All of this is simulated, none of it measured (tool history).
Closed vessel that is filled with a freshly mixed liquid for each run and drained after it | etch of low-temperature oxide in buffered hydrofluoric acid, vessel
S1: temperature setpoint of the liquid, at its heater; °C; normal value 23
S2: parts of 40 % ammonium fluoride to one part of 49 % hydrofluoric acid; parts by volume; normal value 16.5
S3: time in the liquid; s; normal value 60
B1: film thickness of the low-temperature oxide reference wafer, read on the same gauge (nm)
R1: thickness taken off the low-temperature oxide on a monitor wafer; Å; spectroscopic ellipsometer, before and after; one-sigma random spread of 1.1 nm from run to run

run 1 hour=0 | S1=23 S2=16.5 S3=60 | B1=30.05 | R1=1699.5
run 2 hour=26.8 | S1=23 S2=16.5 S3=60 | B1=29.98 | R1=1660.1
run 3 hour=34.4 | S1=23 S2=16.5 S3=60 | B1=29.95 | R1=1672
run 4 hour=42.5 | S1=23 S2=16.5 S3=60 | B1=29.97 | R1=1661.6
run 5 hour=52.1 | S1=23 S2=16.5 S3=60 | B1=30.03 | R1=1683.7
run 6 hour=59.2 | S1=23 S2=16.5 S3=60 | B1=30.02 | R1=1682.8
run 7 hour=70.8 | S1=23 S2=16.5 S3=60 | B1=29.98 | R1=1665.9
-- hour=77.3 gauge calibrated
run 8 hour=77.9 | S1=23 S2=16.5 S3=60 | B1=29.98 | R1=1677.8
-- hour=87.2 thermometer replaced
run 9 hour=90.5 | S1=23 S2=18.5 S3=60 | B1=30.02 | R1=1381.9
run 10 hour=104.5 | S1=23 S2=18.5 S3=60 | B1=30 | R1=1385.3
run 11 hour=111.1 | S1=23 S2=19 S3=30 | B1=30 | R1=669.6
run 12 hour=123.7 | S1=23 S2=16.5 S3=60 | B1=30.05 | R1=1540
run 13 hour=130.6 | S1=23 S2=16.5 S3=60 | B1=30.03 | R1=1548.6
run 14 hour=143.4 | S1=23 S2=16.5 S3=60 | B1=29.97 | R1=1564.7
-- hour=146.3 hydrofluoric acid flow meter replaced
run 15 hour=160.6 | S1=23 S2=21 S3=90 | B1=29.96 | R1=1844.7
run 16 hour=171.3 | S1=25 S2=16.5 S3=60 | B1=29.98 | R1=1755.5
run 17 hour=185 | S1=20 S2=13 S3=45 | B1=30.02 | R1=1241.3
run 18 hour=197.3 | S1=18.5 S2=21 S3=45 | B1=29.96 | R1=723.4
run 19 hour=215.1 | S1=21 S2=22.5 S3=60 | B1=30 | R1=1068.3
run 20 hour=230.1 | S1=23 S2=16.5 S3=60 | B1=30.02 | R1=1532.7
run 21 hour=244 | S1=25 S2=23 S3=80 | B1=30 | R1=1713.2
run 22 hour=255.3 | S1=26 S2=16.5 S3=60 | B1=30.06 | R1=1824.9
run 23 hour=265.6 | S1=23 S2=16.5 S3=60 | B1=30.02 | R1=1565.1
run 24 hour=272 | S1=23 S2=22.5 S3=60 | B1=29.99 | R1=1188
run 25 hour=287.3 | S1=23 S2=10.5 S3=85 | B1=30 | R1=3417
run 26 hour=297.1 | S1=23 S2=16.5 S3=60 | B1=30.02 | R1=1557.1
run 27 hour=314.4 | S1=27 S2=12 S3=35 | B1=30.05 | R1=1540.7
run 28 hour=327.7 | S1=19.5 S2=14 S3=40 | B1=29.98 | R1=1010.8
run 29 hour=336 | S1=23 S2=16.5 S3=60 | B1=30.03 | R1=1573.4
run 30 hour=351.6 | S1=23 S2=21.5 S3=60 | B1=29.98 | R1=1235.6
-- hour=363.8 gauge calibrated
run 31 hour=366.3 | S1=23 S2=22.5 S3=40 | B1=30.05 | R1=785.3
run 32 hour=379 | S1=24.5 S2=21 S3=70 | B1=30 | R1=1563.5
run 33 hour=389.7 | S1=18.5 S2=21 S3=45 | B1=29.99 | R1=731.5

Hidden state or all else? Some run-to-run changes of R1, split into what the settings, what came in and random variation would give without the hidden state, and what is left for the hidden state (with any gauge scatter that isn't in both results):
Hidden state at play: liquid hotter than its thermometer reads (K); hydrofluoric acid flow below the setpoint (%); gauge reads high (%).
Run 8 -> 9: S2 16.5 -> 18.5, thermometer replaced. R1 -295.9 Å: hidden state -139.9, all else -156.
Run 11 -> 12: S2 19 -> 16.5, S3 30 -> 60. R1 +870.4 Å: hidden state +7.5, all else +862.9.
Run 24 -> 25: S2 22.5 -> 10.5, S3 60 -> 85. R1 +2229 Å: hidden state +39.3, all else +2189.7.
Run 25 -> 26: S2 10.5 -> 16.5, S3 85 -> 60. R1 -1859.9 Å: hidden state -31.4, all else -1828.5.
